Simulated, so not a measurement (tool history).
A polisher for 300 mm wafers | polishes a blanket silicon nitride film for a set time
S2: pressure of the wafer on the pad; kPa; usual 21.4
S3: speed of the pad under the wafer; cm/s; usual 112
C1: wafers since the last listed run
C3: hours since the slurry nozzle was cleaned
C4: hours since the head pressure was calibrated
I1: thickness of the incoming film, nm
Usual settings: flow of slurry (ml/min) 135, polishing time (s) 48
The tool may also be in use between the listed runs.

Run 1, day 0: usual settings; C1 0; wafers polished on this pad 163; C3 7.2; C4 176.2; I1 403.2. Result: film removed (angstrom) 932.
Run 2, day 2.333: usual settings; C1 683; wafers polished on this pad 847; C3 63.2; C4 232.2; I1 402.7. Result: film removed (angstrom) 924.
Run 3, day 4.692: usual settings; C1 690; wafers polished on this pad 1537; C3 119.8; C4 288.8; I1 396.5. Result: film removed (angstrom) 943.
Run 4, day 6.546: usual settings; C1 542; wafers polished on this pad 2080; C3 164.3; C4 333.3; I1 399.2. Result: film removed (angstrom) 939.
Run 5, day 9.058: usual settings; C1 735; wafers polished on this pad 2816; C3 224.6; C4 393.6; I1 401.6. Result: film removed (angstrom) 930.
At day 10.462: worn pad replaced by a new one.
Run 6, day 12.142: usual settings; C1 854; wafers polished on this pad 491; C3 298.6; C4 467.6; I1 401.4. Result: film removed (angstrom) 934.
At day 13.696: slurry nozzle cleaned.
Run 7, day 15.129: usual settings; C1 862; wafers polished on this pad 1354; C3 34.4; C4 539.3; I1 401. Result: film removed (angstrom) 921.
Run 8, day 17.242: usual settings; C1 618; wafers polished on this pad 1972; C3 85.1; C4 590; I1 397.4. Result: film removed (angstrom) 912.
Run 9, day 18.562: usual settings; C1 386; wafers polished on this pad 2359; C3 116.8; C4 621.7; I1 404.2. Result: film removed (angstrom) 926.
Run 10, day 20.212: usual settings; C1 483; wafers polished on this pad 2842; C3 156.4; C4 661.3; I1 400.8. Result: film removed (angstrom) 896.
At day 21.371: worn pad replaced by a new one, of another model than before.
Run 11, day 21.804: usual settings but S2 19.3 kPa, S3 132 cm/s; C1 417; wafers polished on this pad 126; C3 194.6; C4 699.5; I1 393.9. Result: film removed (angstrom) 961.
At day 23.996: head pressure recalibrated.
Run 12, day 24.017: usual settings but S2 19.3 kPa, S3 132 cm/s; C1 623; wafers polished on this pad 750; C3 247.7; C4 0.5; I1 408.2. Result: film removed (angstrom) 1003.
Run 13, day 25.812: usual settings but S2 19.3 kPa, S3 132 cm/s; C1 525; wafers polished on this pad 1276; C3 290.8; C4 43.6; I1 403.5. Result: film removed (angstrom) 1031.
At day 27.246: slurry nozzle cleaned.
Run 14, day 28.758: usual settings; C1 850; wafers polished on this pad 2126; C3 36.3; C4 114.3; I1 395.1. Result: film removed (angstrom) 925.
Run 15, day 30.658: usual settings but flow of slurry (ml/min) 90, polishing time (s) 55; C1 556; wafers polished on this pad 2683; C3 81.9; C4 159.9; I1 398.9. Result: film removed (angstrom) 999.
Run 16, day 33.308: usual settings but S2 16.5 kPa, S3 128 cm/s, polishing time (s) 61; C1 775; wafers polished on this pad 3459; C3 145.5; C4 223.5; I1 399.3. Result: film removed (angstrom) 1093.
At day 34.954: worn pad replaced by a new one.
Run 17, day 35.775: usual settings; C1 673; wafers polished on this pad 240; C3 204.7; C4 282.7; I1 392.6. Result: film removed (angstrom) 939.
Run 18, day 37.783: usual settings but polishing time (s) 34; C1 588; wafers polished on this pad 828; C3 252.9; C4 330.9; I1 405.1. Result: film removed (angstrom) 655.
Run 19, day 39.783: usual settings but flow of slurry (ml/min) 165, S2 26.9 kPa, S3 146 cm/s, polishing time (s) 57; C1 585; wafers polished on this pad 1414; C3 300.9; C4 378.9; I1 399.1. Result: film removed (angstrom) 1753.
At day 41.617: slurry nozzle cleaned.
Run 20, day 42.117: usual settings but S3 74 cm/s, polishing time (s) 60; C1 671; wafers polished on this pad 2085; C3 12; C4 434.9; I1 399.3. Result: film removed (angstrom) 748.
Run 21, day 43.804: usual settings but flow of slurry (ml/min) 115, S3 86 cm/s; C1 494; wafers polished on this pad 2579; C3 52.5; C4 475.4; I1 399.4. Result: film removed (angstrom) 670.
Run 22, day 46.729: usual settings; C1 856; wafers polished on this pad 3436; C3 122.7; C4 545.6; I1 395.1. Result: film removed (angstrom) 903.
At day 49.008: worn pad replaced by a new one.
Run 23, day 49.571: usual settings but polishing time (s) 36; C1 783; wafers polished on this pad 164; C3 190.9; C4 613.8; I1 407.3. Result: film removed (angstrom) 665.
Run 24, day 52.154: usual settings but flow of slurry (ml/min) 115, S3 86 cm/s; C1 756; wafers polished on this pad 920; C3 252.9; C4 675.8; I1 396. Result: film removed (angstrom) 652.
Run 25, day 53.229: usual settings but S2 15.9 kPa, S3 82 cm/s, polishing time (s) 39; C1 314; wafers polished on this pad 1235; C3 278.7; C4 701.6; I1 398.2. Result: film removed (angstrom) 417.
At day 54.875: slurry nozzle cleaned.
Run 26, day 56.196: usual settings but flow of slurry (ml/min) 160, polishing time (s) 65; C1 856; wafers polished on this pad 2091; C3 31.7; C4 772.8; I1 400.6. Result: film removed (angstrom) 1200.
At day 58.038: head pressure recalibrated.
Run 27, day 58.746: usual settings but flow of slurry (ml/min) 165; C1 722; wafers polished on this pad 2814; C3 92.9; C4 17; I1 404.7. Result: film removed (angstrom) 989.
Run 28, day 59.792: usual settings; C1 306; wafers polished on this pad 3120; C3 118; C4 42.1; I1 403.4. Result: film removed (angstrom) 954.
At day 62.333: worn pad replaced by a new one.
Run 29, day 62.742: usual settings but S2 16.5 kPa; C1 815; wafers polished on this pad 119; C3 188.8; C4 112.9; I1 402.1. Result: film removed (angstrom) 775.

5 ways to go on from here, each from the tool as it stands after run 29. What would each give?
Run A, day 62.758: usual settings; C1 4; wafers polished on this pad 124; C3 189.2; C4 113.3; I1 394.7. Result: film removed (angstrom) ?.
Run B, day 62.758: usual settings but flow of slurry (ml/min) 95, S2 28.3 kPa, polishing time (s) 41; C1 4; wafers polished on this pad 124; C3 189.2; C4 113.3; I1 394.7. Result: film removed (angstrom) ?.
Run C, day 62.758: usual settings but S2 27.6 kPa, S3 88 cm/s, polishing time (s) 63; C1 4; wafers polished on this pad 124; C3 189.2; C4 113.3; I1 394.7. Result: film removed (angstrom) ?.
Run D, day 62.758: usual settings but S3 76 cm/s, polishing time (s) 41; C1 4; wafers polished on this pad 124; C3 189.2; C4 113.3; I1 394.7. Result: film removed (angstrom) ?.
Run E, day 62.758: usual settings but flow of slurry (ml/min) 120, S2 26.2 kPa, S3 76 cm/s, polishing time (s) 62; C1 4; wafers polished on this pad 124; C3 189.2; C4 113.3; I1 394.7. Result: film removed (angstrom) ?.

run  film removed (angstrom)
  A                      959
  B                      992
  C                     1225
  D                      552
  E                      975
Without the tool's hidden state the same runs would have given:
run  film removed (angstrom)
  A                      949
  B                      982
  C                     1213
  D                      546
  E                      965

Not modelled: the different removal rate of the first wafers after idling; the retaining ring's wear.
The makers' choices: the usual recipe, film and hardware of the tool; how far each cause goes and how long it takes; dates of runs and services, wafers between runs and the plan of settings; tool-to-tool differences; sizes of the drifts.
